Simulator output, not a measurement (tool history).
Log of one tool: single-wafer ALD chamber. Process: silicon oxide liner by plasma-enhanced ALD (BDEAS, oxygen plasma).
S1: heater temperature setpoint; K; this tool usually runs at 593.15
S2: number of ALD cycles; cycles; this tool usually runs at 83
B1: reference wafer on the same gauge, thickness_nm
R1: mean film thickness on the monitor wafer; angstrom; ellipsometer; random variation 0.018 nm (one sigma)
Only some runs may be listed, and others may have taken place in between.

run    hour      S1  S2     B1     R1
  1     0.0  596.15  83  7.631  74.22
  2    69.2  593.15  83  7.627  73.97
  3   145.0  593.15  83  7.639  74.34
  4   215.5  593.15  83  7.640  74.04
  5   314.8  593.15  83  7.638  74.29
  6   357.6  589.15  83  7.647  74.83
  7   418.5  589.15  83  7.643  75.01
  8   493.1  593.15  83  7.655  74.11
  9   595.4  593.15  83  7.656  74.60
 10   656.9  593.15  83  7.661  74.46
 11   735.6  604.15  70  7.662  62.07
 12   813.5  604.15  70  7.670  62.01
 13   887.4  593.15  83  7.672  74.97
 14   977.0  593.15  83  7.675  74.80
 15  1170.7  593.15  83  7.687  75.04
 16  1222.3  593.15  83  7.695  74.51
 17  1321.6  593.15  83  7.699  74.70
 18  1385.6  593.15  83  7.699  74.85
     1428.4  -- thermocouple changed; heater temperature recalibrated
 19  1443.4  593.15  83  7.708  75.01
 20  1530.6  593.15  76  7.713  68.46
 21  1636.3  593.15  76  7.705  68.59
 22  1698.0  593.15  76  7.706  69.10
 23  1735.8  602.15  83  7.720  74.24
 24  1834.5  580.15  71  7.719  65.08
 25  1906.7  604.15  83  7.726  74.14
     1948.5  -- gauge calibrated
 26  2006.3  593.15  83  7.605  74.00
 27  2096.6  581.15  70  7.610  63.49
 28  2158.6  593.15  90  7.615  80.14
 29  2239.2  593.15  83  7.611  73.76
 30  2394.4  597.15  92  7.620  81.80
 31  2471.9  584.15  72  7.632  65.06
 32  2556.6  598.15  83  7.639  73.60
 33  2644.4  605.15  76  7.638  67.08
 34  2695.2  593.15  83  7.648  74.33
 35  2776.7  593.15  83  7.654  74.18
 36  2822.2  593.15  76  7.645  68.49
 37  2872.6  593.15  83  7.651  74.49
 38  2946.0  605.15  95  7.652  83.60
 39  2983.2  593.15  73  7.651  65.30
 40  3089.7  593.15  67  7.663  59.76
 41  3161.8  597.15  73  7.661  64.98
 42  3208.9  593.15  83  7.666  74.64
 43  3281.4  607.15  68  7.670  60.10
 44  3337.7  581.15  94  7.678  85.71
 45  3401.1  585.15  69  7.675  62.86
 46  3495.6  583.15  93  7.683  84.50
 47  3556.2  579.15  91  7.688  83.48

Consider 4 possible next runs. They are alternatives, not a sequence: every one starts from the tool as it was left by run 47. What does each give?
  A  3556.7  593.15  71   ?   ?
  B  3556.7  587.15  95   ?   ?
  C  3556.7  602.15  75   ?   ?
  D  3556.7  606.15  72   ?   ?

run     B1     R1
  A  7.683  63.71
  B  7.683  85.89
  C  7.683  66.53
  D  7.683  63.54
What these runs would have given with no unlogged condition in the tool:
run     R1
  A  63.00
  B  84.94
  C  65.80
  D  62.84
